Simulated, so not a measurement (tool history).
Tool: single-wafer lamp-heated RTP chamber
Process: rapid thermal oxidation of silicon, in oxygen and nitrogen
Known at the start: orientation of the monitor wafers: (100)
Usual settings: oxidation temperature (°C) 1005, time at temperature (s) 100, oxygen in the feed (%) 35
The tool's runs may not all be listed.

run,day,oxidation temperature (°C),time at temperature (s),oxygen in the feed (%),wafers since the last listed run,wafers since the last pyrometer calibration,hours since the oxygen flow controller was replaced,hours since the gauge calibration,"read-back reference wafer on the same gauge, thickness",oxide thickness on the monitor wafer (Å)
1,0.000,1027,100,21,0,7673,6587.2,623.9,6.209,52.13
2,1.521,1012,100,35,541,8215,6623.7,660.4,6.208,56.10
# day 1.933: pyrometer window cleaned and pyrometer calibrated
3,2.829,1012,100,35,347,319,6655.1,691.8,6.209,55.57
4,5.629,1012,100,35,996,1315,6722.3,759.0,6.212,55.55
# day 6.067: gauge calibrated
5,6.708,1005,100,35,384,1699,6748.2,15.4,6.211,52.81
6,8.408,1005,100,35,605,2304,6789.0,56.2,6.210,52.98
7,10.875,1005,100,35,877,3182,6848.2,115.4,6.209,52.85
8,12.200,1005,100,35,471,3654,6880.0,147.2,6.209,52.84
9,19.096,1005,100,35,2454,6108,7045.5,312.7,6.211,53.10
10,22.000,1005,100,35,1033,7142,7115.2,382.4,6.210,53.15
# day 24.054: oxygen flow controller replaced
# day 24.246: pyrometer window cleaned and pyrometer calibrated
11,24.267,1005,100,35,620,7,5.1,436.8,6.208,52.77
12,26.438,1005,100,35,772,780,57.2,488.9,6.209,52.84
13,29.112,1005,100,35,952,1732,121.4,553.1,6.211,52.89
14,30.912,1005,100,35,640,2373,164.6,596.3,6.208,52.82
15,33.267,1005,100,35,837,3210,221.1,652.8,6.211,52.93
16,36.004,1005,100,35,974,4185,286.8,718.5,6.208,53.02
17,38.246,1013,74,35,797,4983,340.6,772.3,6.208,49.26
# day 39.646: gauge calibrated
18,39.879,1005,100,35,581,5564,379.8,5.6,6.211,52.97
19,42.179,1032,100,35,818,6383,435.0,60.8,6.210,64.07
# day 43.567: pyrometer window cleaned and pyrometer calibrated
20,43.588,1024,100,23,382,7,468.8,94.6,6.209,52.43
21,45.371,1005,81,35,634,642,511.6,137.4,6.209,48.33
22,46.471,1005,100,35,391,1034,538.0,163.8,6.211,52.89
23,47.883,1016,138,19,502,1536,571.9,197.7,6.211,53.48
24,50.729,1023,149,26,1012,2549,640.2,266.0,6.208,64.83
25,52.067,1019,79,35,476,3025,672.3,298.1,6.209,52.74
26,53.879,988,100,56,645,3671,715.8,341.6,6.211,55.06
27,55.667,1005,76,22,636,4307,758.7,384.5,6.209,40.61
28,56.975,986,146,17,465,4773,790.1,415.9,6.210,43.39
29,61.133,1005,100,35,1480,6253,889.9,515.7,6.209,53.17
# day 62.875: pyrometer window cleaned and pyrometer calibrated
30,63.321,1005,100,35,659,158,942.4,568.2,6.209,52.95
31,66.042,1005,100,35,968,1127,1007.7,633.5,6.208,52.86

How the hidden state differs across the entries between the runs, from the last listed run before each to the first after it:
Between runs 2 and 3: pyrometer window cleaned and pyrometer calibrated (day 1.933)
  true wafer temperature minus pyrometer reading, K: 1.15 -> 0.0341
  measured less the result without the state, oxide thickness on the monitor wafer (Å): +0.45 -> +0.01
Between runs 4 and 5: gauge calibrated (day 6.067)
  true wafer temperature minus pyrometer reading, K: 0.0603 -> 0.0789
  measured less the result without the state, oxide thickness on the monitor wafer (Å): +0.03 -> +0.03
Between runs 10 and 11: oxygen flow controller replaced (day 24.054); pyrometer window cleaned and pyrometer calibrated (day 24.246)
  true wafer temperature minus pyrometer reading, K: 0.852 -> 0.0254
  measured less the result without the state, oxide thickness on the monitor wafer (Å): +0.32 -> +0.01
Between runs 17 and 18: gauge calibrated (day 39.646)
  true wafer temperature minus pyrometer reading, K: 0.425 -> 0.523
  measured less the result without the state, oxide thickness on the monitor wafer (Å): +0.14 -> +0.19
Between runs 19 and 20: pyrometer window cleaned and pyrometer calibrated (day 43.567)
  true wafer temperature minus pyrometer reading, K: 0.68 -> 0.172
  measured less the result without the state, oxide thickness on the monitor wafer (Å): +0.30 -> +0.06
Between runs 29 and 30: pyrometer window cleaned and pyrometer calibrated (day 62.875)
  true wafer temperature minus pyrometer reading, K: 0.8 -> 0.0804
  measured less the result without the state, oxide thickness on the monitor wafer (Å): +0.30 -> +0.03

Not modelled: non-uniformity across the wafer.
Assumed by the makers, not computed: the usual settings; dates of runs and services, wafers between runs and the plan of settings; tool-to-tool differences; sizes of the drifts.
